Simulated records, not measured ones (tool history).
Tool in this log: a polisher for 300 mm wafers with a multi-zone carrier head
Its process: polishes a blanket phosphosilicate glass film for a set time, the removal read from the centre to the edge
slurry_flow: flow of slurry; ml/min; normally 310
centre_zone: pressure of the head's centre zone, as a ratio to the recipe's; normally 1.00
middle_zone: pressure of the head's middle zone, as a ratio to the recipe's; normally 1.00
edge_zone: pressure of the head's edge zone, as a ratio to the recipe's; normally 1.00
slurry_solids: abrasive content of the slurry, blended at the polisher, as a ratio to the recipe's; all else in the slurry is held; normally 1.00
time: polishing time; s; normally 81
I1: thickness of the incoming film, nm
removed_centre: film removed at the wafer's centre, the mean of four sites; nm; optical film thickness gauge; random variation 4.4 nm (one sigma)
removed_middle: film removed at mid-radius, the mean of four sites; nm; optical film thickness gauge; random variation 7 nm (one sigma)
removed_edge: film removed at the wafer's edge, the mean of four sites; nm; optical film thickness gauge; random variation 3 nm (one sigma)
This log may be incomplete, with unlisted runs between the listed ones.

{"run": 1, "day": 0.0, "slurry_flow": 390, "centre_zone": 1.0, "middle_zone": 1.0, "edge_zone": 1.0, "slurry_solids": 1.0, "time": 81, "I1": 3747.8, "removed_centre": 402.2, "removed_middle": 454.9, "removed_edge": 441.0}
{"run": 2, "day": 0.267, "slurry_flow": 310, "centre_zone": 1.0, "middle_zone": 1.0, "edge_zone": 1.0, "slurry_solids": 1.0, "time": 81, "I1": 3743.5, "removed_centre": 401.3, "removed_middle": 444.2, "removed_edge": 438.5}
{"run": 3, "day": 0.8, "slurry_flow": 310, "centre_zone": 1.0, "middle_zone": 0.97, "edge_zone": 1.0, "slurry_solids": 1.0, "time": 81, "I1": 3685.8, "removed_centre": 395.3, "removed_middle": 436.8, "removed_edge": 440.4}
{"run": 4, "day": 1.375, "slurry_flow": 310, "centre_zone": 1.0, "middle_zone": 1.0, "edge_zone": 1.0, "slurry_solids": 1.0, "time": 81, "I1": 3760.9, "removed_centre": 385.6, "removed_middle": 454.8, "removed_edge": 436.3}
{"run": 5, "day": 1.746, "slurry_flow": 310, "centre_zone": 1.0, "middle_zone": 1.0, "edge_zone": 1.0, "slurry_solids": 1.0, "time": 81, "I1": 3758.8, "removed_centre": 401.1, "removed_middle": 447.6, "removed_edge": 438.1}
{"run": 6, "day": 2.442, "slurry_flow": 310, "centre_zone": 1.0, "middle_zone": 0.94, "edge_zone": 1.0, "slurry_solids": 0.85, "time": 81, "I1": 3729.8, "removed_centre": 353.1, "removed_middle": 383.2, "removed_edge": 384.7}
{"day": 2.867, "done": "centre zone pressure recalibrated"}
{"run": 7, "day": 2.888, "slurry_flow": 310, "centre_zone": 1.0, "middle_zone": 1.0, "edge_zone": 1.0, "slurry_solids": 1.0, "time": 81, "I1": 3732.8, "removed_centre": 442.6, "removed_middle": 451.1, "removed_edge": 433.0}
{"run": 8, "day": 3.508, "slurry_flow": 310, "centre_zone": 1.0, "middle_zone": 1.0, "edge_zone": 1.0, "slurry_solids": 1.0, "time": 81, "I1": 3691.6, "removed_centre": 439.9, "removed_middle": 442.4, "removed_edge": 438.4}
{"run": 9, "day": 3.838, "slurry_flow": 310, "centre_zone": 1.0, "middle_zone": 1.0, "edge_zone": 1.0, "slurry_solids": 1.0, "time": 81, "I1": 3725.4, "removed_centre": 437.0, "removed_middle": 451.7, "removed_edge": 431.9}
{"day": 4.425, "done": "worn pad replaced by a new one"}
{"run": 10, "day": 4.446, "slurry_flow": 310, "centre_zone": 1.0, "middle_zone": 1.0, "edge_zone": 1.0, "slurry_solids": 0.7, "time": 81, "I1": 3699.3, "removed_centre": 333.2, "removed_middle": 336.5, "removed_edge": 332.0}
{"run": 11, "day": 5.104, "slurry_flow": 310, "centre_zone": 1.12, "middle_zone": 0.94, "edge_zone": 0.94, "slurry_solids": 1.0, "time": 60, "I1": 3741.5, "removed_centre": 375.0, "removed_middle": 334.5, "removed_edge": 324.9}
{"run": 12, "day": 5.379, "slurry_flow": 390, "centre_zone": 1.0, "middle_zone": 1.0, "edge_zone": 1.0, "slurry_solids": 1.0, "time": 81, "I1": 3657.8, "removed_centre": 453.3, "removed_middle": 473.7, "removed_edge": 454.2}
{"day": 5.617, "done": "slurry nozzle cleaned"}
{"run": 13, "day": 5.942, "slurry_flow": 245, "centre_zone": 1.09, "middle_zone": 1.0, "edge_zone": 0.93, "slurry_solids": 1.2, "time": 81, "I1": 3715.7, "removed_centre": 535.1, "removed_middle": 496.6, "removed_edge": 476.3}
{"day": 6.254, "done": "carrier head's membrane replaced by a new one"}
{"run": 14, "day": 6.317, "slurry_flow": 310, "centre_zone": 1.0, "middle_zone": 1.0, "edge_zone": 1.0, "slurry_solids": 1.0, "time": 81, "I1": 3714.9, "removed_centre": 442.6, "removed_middle": 456.8, "removed_edge": 447.0}
{"run": 15, "day": 6.962, "slurry_flow": 310, "centre_zone": 1.0, "middle_zone": 0.97, "edge_zone": 1.0, "slurry_solids": 1.0, "time": 105, "I1": 3711.4, "removed_centre": 561.4, "removed_middle": 584.0, "removed_edge": 579.3}
{"day": 7.579, "done": "edge zone pressure recalibrated"}
{"run": 16, "day": 7.7, "slurry_flow": 310, "centre_zone": 1.0, "middle_zone": 0.95, "edge_zone": 1.0, "slurry_solids": 1.0, "time": 74, "I1": 3717.0, "removed_centre": 391.8, "removed_middle": 398.3, "removed_edge": 408.6}
{"run": 17, "day": 8.312, "slurry_flow": 310, "centre_zone": 0.96, "middle_zone": 1.0, "edge_zone": 1.0, "slurry_solids": 1.0, "time": 99, "I1": 3763.8, "removed_centre": 497.4, "removed_middle": 551.3, "removed_edge": 534.7}
{"run": 18, "day": 8.775, "slurry_flow": 310, "centre_zone": 0.93, "middle_zone": 1.0, "edge_zone": 1.0, "slurry_solids": 0.9, "time": 81, "I1": 3721.4, "removed_centre": 360.2, "removed_middle": 412.5, "removed_edge": 407.9}
{"run": 19, "day": 9.512, "slurry_flow": 200, "centre_zone": 1.0, "middle_zone": 1.1, "edge_zone": 0.94, "slurry_solids": 1.2, "time": 81, "I1": 3742.2, "removed_centre": 454.2, "removed_middle": 534.6, "removed_edge": 473.8}
{"run": 20, "day": 10.071, "slurry_flow": 310, "centre_zone": 1.0, "middle_zone": 1.0, "edge_zone": 1.0, "slurry_solids": 1.0, "time": 81, "I1": 3741.6, "removed_centre": 421.0, "removed_middle": 450.9, "removed_edge": 436.7}
{"run": 21, "day": 10.538, "slurry_flow": 310, "centre_zone": 1.11, "middle_zone": 1.0, "edge_zone": 1.0, "slurry_solids": 1.0, "time": 103, "I1": 3692.3, "removed_centre": 584.5, "removed_middle": 569.5, "removed_edge": 560.2}

Consider 5 possible next runs. They are alternatives, not a sequence: every one starts from the tool as it was left by run 21. What does each give?
{"run": "A", "day": 10.554, "slurry_flow": 310, "centre_zone": 1.0, "middle_zone": 1.0, "edge_zone": 1.0, "slurry_solids": 1.0, "time": 81, "I1": 3751.1, "removed_centre": "?", "removed_middle": "?", "removed_edge": "?"}
{"run": "B", "day": 10.554, "slurry_flow": 310, "centre_zone": 1.0, "middle_zone": 1.0, "edge_zone": 1.0, "slurry_solids": 1.2, "time": 99, "I1": 3751.1, "removed_centre": "?", "removed_middle": "?", "removed_edge": "?"}
{"run": "C", "day": 10.554, "slurry_flow": 310, "centre_zone": 1.0, "middle_zone": 1.0, "edge_zone": 1.0, "slurry_solids": 1.3, "time": 81, "I1": 3751.1, "removed_centre": "?", "removed_middle": "?", "removed_edge": "?"}
{"run": "D", "day": 10.554, "slurry_flow": 310, "centre_zone": 1.0, "middle_zone": 1.0, "edge_zone": 1.05, "slurry_solids": 1.0, "time": 56, "I1": 3751.1, "removed_centre": "?", "removed_middle": "?", "removed_edge": "?"}
{"run": "E", "day": 10.554, "slurry_flow": 360, "centre_zone": 0.94, "middle_zone": 0.97, "edge_zone": 1.1, "slurry_solids": 1.0, "time": 81, "I1": 3751.1, "removed_centre": "?", "removed_middle": "?", "removed_edge": "?"}

run=A removed_centre=407.0 removed_middle=450.0 removed_edge=440.4
run=B removed_centre=556.4 removed_middle=615.1 removed_edge=602.1
run=C removed_centre=474.5 removed_middle=524.6 removed_edge=513.5
run=D removed_centre=281.4 removed_middle=311.1 removed_edge=311.9
run=E removed_centre=385.7 removed_middle=442.3 removed_edge=464.8
The same runs, with their run-to-run variation unchanged, on a tool lacking any hidden condition would have given:
run=A removed_centre=453.0 removed_middle=468.6 removed_edge=458.8
run=B removed_centre=619.2 removed_middle=640.6 removed_edge=627.2
run=C removed_centre=528.1 removed_middle=546.4 removed_edge=534.9
run=D removed_centre=313.2 removed_middle=324.0 removed_edge=324.9
run=E removed_centre=429.4 removed_middle=460.7 removed_edge=484.2
